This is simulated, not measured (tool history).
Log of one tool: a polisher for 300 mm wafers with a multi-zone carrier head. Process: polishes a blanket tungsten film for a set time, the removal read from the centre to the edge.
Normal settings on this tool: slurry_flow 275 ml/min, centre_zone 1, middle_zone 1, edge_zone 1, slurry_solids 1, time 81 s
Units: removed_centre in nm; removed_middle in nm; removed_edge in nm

| run | hour | slurry_flow | centre_zone | middle_zone | edge_zone | slurry_solids | time | incoming thickness of the incoming film, nm | removed_centre | removed_middle | removed_edge |
|---|---|---|---|---|---|---|---|---|---|---|---|
| 1 | 0 | 275 | 1 | 1 | 1 | 1.15 | 81 | 1236.3 | 354.1 | 345.8 | 353.8 |
|  | 4 | worn pad replaced by a new one |
| 2 | 32 | 275 | 1 | 1 | 1 | 1.15 | 81 | 1239.5 | 357 | 348.7 | 351.6 |
| 3 | 93.9 | 275 | 1 | 1 | 1 | 1 | 81 | 1256.9 | 339.4 | 336.6 | 342.1 |
| 4 | 122.4 | 275 | 1 | 1 | 1 | 1 | 81 | 1231.3 | 335.1 | 337.8 | 344.8 |
|  | 149.7 | worn pad replaced by a new one |
|  | 162.5 | slurry nozzle cleaned |
| 5 | 168.4 | 275 | 1 | 1 | 1 | 1 | 81 | 1221.5 | 341.3 | 336.6 | 336.5 |
| 6 | 199.6 | 275 | 0.91 | 1 | 0.93 | 1 | 81 | 1234.6 | 307.8 | 340.8 | 333.9 |
|  | 230.5 | centre zone pressure recalibrated |
| 7 | 235.3 | 275 | 0.91 | 1 | 0.93 | 1 | 81 | 1255.5 | 315.2 | 333.5 | 330 |
|  | 246.9 | edge zone pressure recalibrated |
|  | 255.2 | carrier head's membrane replaced by a new one |
|  | 291.7 | worn pad replaced by a new one |
| 8 | 293 | 275 | 1 | 1.05 | 0.9 | 1 | 81 | 1228.8 | 345.9 | 349.3 | 323.5 |
| 9 | 352.8 | 275 | 1 | 0.92 | 1 | 1 | 93 | 1227 | 393.2 | 358.1 | 395.7 |
|  | 374.5 | slurry nozzle cleaned |
| 10 | 391.4 | 275 | 1 | 0.97 | 1 | 1 | 93 | 1225.4 | 386.5 | 381.6 | 390.7 |
|  | 447.9 | worn pad replaced by a new one |
| 11 | 457.8 | 275 | 1 | 1 | 1 | 1 | 81 | 1257.8 | 335.8 | 339.9 | 340.9 |
| 12 | 484.1 | 370 | 1 | 1 | 1.03 | 1 | 81 | 1252.1 | 352.6 | 345.5 | 347.5 |
| 13 | 516.4 | 275 | 1 | 1 | 1.08 | 1 | 102 | 1252.7 | 431.1 | 426.9 | 447.2 |
|  | 558.6 | slurry nozzle cleaned |
| 14 | 564.9 | 275 | 1 | 1 | 1 | 1 | 81 | 1235.7 | 340.3 | 338.2 | 340.7 |
|  | 574.4 | worn pad replaced by a new one |
| 15 | 594.7 | 320 | 1 | 1.05 | 1.08 | 0.9 | 81 | 1231.1 | 342.3 | 348.5 | 349 |
| 16 | 648 | 275 | 1 | 1 | 1 | 1 | 81 | 1225.5 | 338.3 | 333.5 | 340.3 |

The next listed run, before its measurement:
| 17 | 701.2 | 275 | 1.07 | 1 | 1.03 | 0.85 | 68 | 1227.5 | ? | ? | ? |

removed_centre: 297.7 nm
removed_middle: 272.1 nm
removed_edge: 277.9 nm
If the tool had no hidden condition, the same run with the same run-to-run variation would have returned removed_centre 297.7 nm, removed_middle 272.1 nm, removed_edge 277.9 nm.

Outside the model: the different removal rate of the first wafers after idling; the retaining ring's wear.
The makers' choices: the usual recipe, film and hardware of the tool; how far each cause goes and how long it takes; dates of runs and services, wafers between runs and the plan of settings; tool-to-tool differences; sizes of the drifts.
